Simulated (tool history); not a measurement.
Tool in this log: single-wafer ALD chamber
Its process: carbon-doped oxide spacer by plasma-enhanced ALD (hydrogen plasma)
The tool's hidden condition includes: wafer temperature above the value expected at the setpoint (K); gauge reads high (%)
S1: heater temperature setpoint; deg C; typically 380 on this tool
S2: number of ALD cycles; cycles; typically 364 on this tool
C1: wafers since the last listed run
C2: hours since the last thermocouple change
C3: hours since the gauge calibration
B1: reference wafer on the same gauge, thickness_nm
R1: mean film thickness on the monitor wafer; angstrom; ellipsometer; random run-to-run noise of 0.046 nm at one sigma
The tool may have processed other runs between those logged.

run    hour   S1   S2   C1      C2     C3      B1      R1
  1     0.0  380  364    0   679.6   63.4  16.411  184.13
  2    30.9  380  364   36   710.5   94.3  16.444  183.97
  3    85.7  380  364   65   765.3  149.1  16.424  184.49
  4   116.2  380  364   36   795.8  179.6  16.455  183.90
  5   183.6  380  364   80   863.2  247.0  16.446  184.53
  6   254.8  380  364   84   934.4  318.2  16.492  184.72
  7   293.8  383  364   46   973.4  357.2  16.502  184.78
  8   361.5  383  364   80  1041.1  424.9  16.593  185.55
      406.1  -- thermocouple changed; heater temperature recalibrated
  9   406.6  383  364   44     0.5  470.0  16.614  185.25
 10   435.2  380  399   34    29.1  498.6  16.614  204.18
 11   487.4  380  399   62    81.3  550.8  16.667  204.59
 12   515.3  370  364   33   109.2  578.7  16.692  186.50
 13   548.2  380  364   39   142.1  611.6  16.721  186.95
 14   599.3  380  394   60   193.2  662.7  16.791  203.03
 15   661.1  380  412   73   255.0  724.5  16.852  214.06
 16   700.3  373  364   46   294.2  763.7  16.897  189.12
      718.0  -- gauge calibrated
 17   758.6  371  309   69   352.5   40.6  16.440  155.68
 18   817.2  380  364   69   411.1   99.2  16.423  183.49
 19   874.6  391  391   68   468.5  156.6  16.439  197.86
 20   919.6  384  400   53   513.5  201.6  16.464  202.47
 21   974.6  393  311   65   568.5  256.6  16.492  157.89
 22  1162.9  383  364  224   756.8  444.9  16.583  185.17
 23  1222.9  375  398   71   816.8  504.9  16.652  204.30

4 options for the next run, each taken on its own from the tool as it stands now. Forecast them:
  A  1223.9  387  364   1  817.8  505.9   ?   ?
  B  1223.9  387  427   1  817.8  505.9   ?   ?
  C  1223.9  370  402   1  817.8  505.9   ?   ?
  D  1223.9  380  308   1  817.8  505.9   ?   ?

run      B1      R1
  A  16.636  186.64
  B  16.636  218.94
  C  16.636  206.12
  D  16.636  157.92
Without the tool's unlogged condition, the same runs would have read:
run      R1
  A  183.95
  B  215.79
  C  203.15
  D  155.65
